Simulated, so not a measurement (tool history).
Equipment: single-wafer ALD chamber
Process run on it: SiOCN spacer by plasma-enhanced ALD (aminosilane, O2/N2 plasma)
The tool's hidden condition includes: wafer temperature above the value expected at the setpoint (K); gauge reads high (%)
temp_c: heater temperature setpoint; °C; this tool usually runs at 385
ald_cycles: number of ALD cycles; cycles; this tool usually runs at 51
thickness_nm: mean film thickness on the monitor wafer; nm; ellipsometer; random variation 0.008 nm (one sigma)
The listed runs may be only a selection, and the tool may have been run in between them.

run    hour  temp_c  ald_cycles  wafers since the last listed run  hours since the last thermocouple change  hours since the gauge calibration  read-back reference wafer on the same gauge, thickness_nm  thickness_nm
  1       0     385          51                                 0                                     840.8                              826.3                                                       3.63         3.173
  2    62.5     385          48                               231                                     903.3                              888.8                                                      3.631         2.987
  3   113.6     385          48                               188                                     954.4                              939.9                                                       3.63         3.009
  4   171.6     385          48                               214                                    1012.4                              997.9                                                      3.629         2.999
  5   222.7     392          51                               188                                    1063.5                               1049                                                      3.628         3.187
  6   310.3     397          51                               323                                    1151.1                             1136.6                                                       3.63         3.186
  7   390.1     397          51                               294                                    1230.9                             1216.4                                                      3.629         3.198
      424.3  -- gauge calibrated
  8   475.2     385          51                               314                                      1316                               50.9                                                      3.629         3.174
  9   523.7     385          51                               179                                    1364.5                               99.4                                                      3.633         3.188
 10   626.8     385          51                               381                                    1467.6                              202.5                                                      3.631         3.185
      678.5  -- thermocouple changed; heater temperature recalibrated
 11   693.3     389          51                               216                                      14.8                                269                                                      3.631         3.186
 12   771.2     385          51                               287                                      92.7                              346.9                                                      3.629         3.178
 13   841.7     385          51                               260                                     163.2                              417.4                                                      3.629         3.196
 14   915.7     393          61                               273                                     237.2                              491.4                                                       3.63         3.813
 15   987.8     385          51                               266                                     309.3                              563.5                                                      3.629         3.185
 16  1044.2     373          54                               208                                     365.7                              619.9                                                      3.631         3.374
 17  1136.8     385          51                               342                                     458.3                              712.5                                                       3.63         3.203
 18  1242.9     385          51                               392                                     564.4                              818.6                                                      3.627         3.182
 19  1483.3     392          61                               888                                     804.8                               1059                                                      3.628         3.801
 20  1589.2     399          51                               391                                     910.7                             1164.9                                                      3.628         3.179
     1607.2  -- gauge calibrated
 21  1655.2     385          51                               243                                     976.7                                 48                                                      3.629         3.176
 22  1728.8     395          56                               272                                    1050.3                              121.6                                                      3.632         3.487
 23  1782.4     379          55                               198                                    1103.9                              175.2                                                       3.63         3.422
 24  1852.4     385          60                               258                                    1173.9                              245.2                                                       3.63         3.742
 25  1953.4     370          55                               373                                    1274.9                              346.2                                                      3.628         3.433
 26    2015     376          46                               227                                    1336.5                              407.8                                                      3.629         2.853

Forecast each of these 5 alternatives for the next run:
  A  2015.5     374          51                                 1                                      1337                              408.3                                                          ?             ?
  B  2015.5     379          43                                 1                                      1337                              408.3                                                          ?             ?
  C  2015.5     370          45                                 1                                      1337                              408.3                                                          ?             ?
  D  2015.5     397          60                                 1                                      1337                              408.3                                                          ?             ?
  E  2015.5     380          59                                 1                                      1337                              408.3                                                          ?             ?

run  read-back reference wafer on the same gauge, thickness_nm  thickness_nm
  A                                                      3.629         3.174
  B                                                      3.629         2.676
  C                                                      3.629           2.8
  D                                                      3.629         3.734
  E                                                      3.629         3.672
Without the tool's unlogged condition, the same runs would have read:
run  thickness_nm
  A         3.174
  B         2.676
  C           2.8
  D         3.734
  E         3.672
